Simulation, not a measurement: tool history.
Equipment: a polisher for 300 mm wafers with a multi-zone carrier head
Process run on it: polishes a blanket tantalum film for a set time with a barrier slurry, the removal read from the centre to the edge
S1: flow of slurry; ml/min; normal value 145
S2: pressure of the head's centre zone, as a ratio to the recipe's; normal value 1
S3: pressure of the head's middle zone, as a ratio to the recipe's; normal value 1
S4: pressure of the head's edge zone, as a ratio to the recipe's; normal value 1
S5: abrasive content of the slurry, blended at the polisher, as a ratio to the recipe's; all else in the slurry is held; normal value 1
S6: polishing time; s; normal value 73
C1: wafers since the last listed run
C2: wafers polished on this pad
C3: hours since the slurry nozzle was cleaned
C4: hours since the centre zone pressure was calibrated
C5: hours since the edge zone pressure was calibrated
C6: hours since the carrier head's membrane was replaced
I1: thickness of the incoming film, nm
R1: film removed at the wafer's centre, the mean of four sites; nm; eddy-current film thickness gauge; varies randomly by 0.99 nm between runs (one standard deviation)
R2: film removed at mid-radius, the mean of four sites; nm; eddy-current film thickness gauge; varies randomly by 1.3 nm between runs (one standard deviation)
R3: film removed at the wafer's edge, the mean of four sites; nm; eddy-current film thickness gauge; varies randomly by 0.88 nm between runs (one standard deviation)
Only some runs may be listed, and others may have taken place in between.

run     day   S1    S2    S3    S4    S5  S6    C1    C2     C3      C4      C5      C6     I1     R1     R2     R3
  1       0  160   0.9  0.96     1     1  73     0   110  172.2   253.6    86.4   467.7  258.6   89.7   95.9   99.8
  2   1.442  165     1  1.03     1     1  54   249   359  206.8   288.2     121   502.3  260.5   74.1   76.4   73.6
  3   4.146  145     1  1.06     1  0.85  73   467   826  271.7   353.1   185.9   567.2  258.2   90.4   94.1   89.7
  4   6.733  100     1  0.96  1.05     1  87   446  1273  333.8   415.2     248   629.3  256.9  104.1  101.1  112.3
  5   9.733  195     1     1  0.95     1  73   518  1791  405.8   487.2     320   701.3  261.3    101  102.9     97
  6  12.812  175     1  0.92     1   0.8  73   531  2323  479.7   561.1   393.9   775.2  262.8   87.2   82.4   87.3
     14.008  -- slurry nozzle cleaned
  7  14.158  170     1     1     1     1  51   225  2548    3.6   593.4   426.2   807.5  258.1   67.8   66.9     67
  8  15.304  145  1.08     1  1.06     1  73   197  2746   31.1   620.9   453.7     835  261.6    101   92.6   95.9
     18.967  -- worn pad replaced by a new one
  9  23.667  165     1   1.1     1     1  73  1415   811  231.8   821.6   654.4  1035.7  258.9  100.1  109.2   99.4
 10  24.779  130  0.91     1  1.08     1  87   192  1003  258.5   848.3   681.1  1062.4  259.1  104.5    116  119.2
 11  27.158  190     1     1     1     1  73   410  1414  315.6   905.4   738.2  1119.5  258.8  101.8    100  100.6
 12  28.738  165  0.88  1.09     1     1  94   272  1687  353.5   943.3   776.1  1157.4  257.8  110.2  134.7  130.2
 13  31.733  145     1     1     1     1  73   517  2204  425.4  1015.2     848  1229.3  255.7   97.5   97.2   95.6
 14  32.971  145     1     1     1     1  73   213  2418  455.1  1044.9   877.7    1259    260   95.5   96.9   95.5
 15  35.792  145     1     1  0.89  0.75  73   487  2905  522.8  1112.6   945.4  1326.7  255.9     80   80.9     77
     36.342  -- slurry nozzle cleaned
     37.104  -- centre zone pressure recalibrated
 16  38.433  130  0.91     1  1.08     1  87   434  3340   50.2    31.9  1008.8  1390.1  258.4   98.2  109.3    113
 17  41.167  130     1     1  0.93   1.2  92   472  3812  115.8    97.5  1074.4  1455.7  262.4  119.1  118.6    117
 18    42.3  145     1     1     1  0.85  54   195  4008    143   124.7  1101.6  1482.9  263.1   61.5   60.6   61.5

Expected results for the next run?
      43.35  -- worn pad replaced by a new one
 19  44.717  130   1   1  0.93  1.2  92  388  236  201  182.7  1159.6  1540.9  256.2   ?   ?   ?

R1: 129.5 nm
R2: 129.6 nm
R3: 125.9 nm
With the hidden condition absent and the run-to-run variation left alone, this run would have shown R1 129.8 nm, R2 129.8 nm, R3 126.2 nm.
